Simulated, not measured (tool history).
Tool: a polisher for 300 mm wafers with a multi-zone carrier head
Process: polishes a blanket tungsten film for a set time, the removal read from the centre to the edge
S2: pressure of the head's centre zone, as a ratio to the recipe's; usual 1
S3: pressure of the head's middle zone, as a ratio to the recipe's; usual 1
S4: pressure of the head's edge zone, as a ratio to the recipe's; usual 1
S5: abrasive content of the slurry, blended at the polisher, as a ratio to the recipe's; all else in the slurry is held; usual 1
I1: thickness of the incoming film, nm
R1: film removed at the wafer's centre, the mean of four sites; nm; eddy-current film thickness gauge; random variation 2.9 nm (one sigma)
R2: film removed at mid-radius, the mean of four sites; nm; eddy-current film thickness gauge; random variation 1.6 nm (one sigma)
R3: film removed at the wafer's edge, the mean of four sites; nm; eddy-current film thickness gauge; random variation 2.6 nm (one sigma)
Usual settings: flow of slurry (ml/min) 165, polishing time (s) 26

run 1 day=0 | flow_of_slurry_(ml/min)=165 S2=1 S3=1 S4=1 S5=0.9 polishing_time_(s)=26 | I1=618 | R1=192.6 R2=221.9 R3=227.5
-- day=1.883 worn pad replaced by a new one
run 2 day=2.862 | flow_of_slurry_(ml/min)=165 S2=1 S3=1 S4=1 S5=0.9 polishing_time_(s)=26 | I1=621.8 | R1=191.6 R2=222.8 R3=229.4
-- day=4.738 slurry nozzle cleaned
run 3 day=4.767 | flow_of_slurry_(ml/min)=165 S2=1 S3=1 S4=1 S5=1 polishing_time_(s)=26 | I1=599.4 | R1=196.4 R2=226.3 R3=239
-- day=5.629 centre zone pressure recalibrated, repeated, since the last time left the tool worse
run 4 day=7.217 | flow_of_slurry_(ml/min)=165 S2=1 S3=1 S4=1 S5=1 polishing_time_(s)=26 | I1=612.2 | R1=229.8 R2=227.3 R3=236.4
run 5 day=8.733 | flow_of_slurry_(ml/min)=165 S2=1 S3=1 S4=1 S5=1 polishing_time_(s)=26 | I1=606.2 | R1=226.3 R2=228.2 R3=237.5
run 6 day=11.325 | flow_of_slurry_(ml/min)=220 S2=1 S3=1 S4=1.08 S5=0.8 polishing_time_(s)=34 | I1=600.2 | R1=293.1 R2=294.8 R3=315.5
run 7 day=12.85 | flow_of_slurry_(ml/min)=165 S2=1 S3=1 S4=1 S5=1 polishing_time_(s)=26 | I1=598.6 | R1=229.5 R2=230.8 R3=240.6
-- day=13.188 carrier head's membrane replaced by a new one
run 8 day=15.821 | flow_of_slurry_(ml/min)=165 S2=0.92 S3=1 S4=1 S5=1 polishing_time_(s)=26 | I1=610.3 | R1=205.8 R2=229.2 R3=235.4
-- day=17.117 edge zone pressure recalibrated
run 9 day=17.862 | flow_of_slurry_(ml/min)=165 S2=1 S3=1.06 S4=1 S5=1 polishing_time_(s)=35 | I1=607.9 | R1=298.7 R2=321.7 R3=318.6
run 10 day=18.975 | flow_of_slurry_(ml/min)=165 S2=1 S3=1.12 S4=1 S5=0.85 polishing_time_(s)=26 | I1=617.1 | R1=215.2 R2=238.1 R3=226.9
-- day=20.621 slurry nozzle cleaned
-- day=21.646 worn pad replaced by a new one
run 11 day=21.667 | flow_of_slurry_(ml/min)=165 S2=1 S3=1 S4=1 S5=1 polishing_time_(s)=26 | I1=609.7 | R1=225.3 R2=227.7 R3=237.4
run 12 day=22.746 | flow_of_slurry_(ml/min)=210 S2=1 S3=0.96 S4=1 S5=1 polishing_time_(s)=34 | I1=609.1 | R1=297.7 R2=303.2 R3=317.4
run 13 day=24.708 | flow_of_slurry_(ml/min)=165 S2=1 S3=1 S4=0.96 S5=1 polishing_time_(s)=26 | I1=606.3 | R1=220.2 R2=223.7 R3=231.8

Forecast run 14:
run 14 day=26.892 | flow_of_slurry_(ml/min)=165 S2=1 S3=1 S4=0.95 S5=1 polishing_time_(s)=26 | I1=599.6 | R1=? R2=? R3=?

R1: 214.2 nm
R2: 228.3 nm
R3: 236.1 nm
Without the tool's hidden state the same run would have given R1 225.3 nm, R2 228.3 nm, R3 236.1 nm.
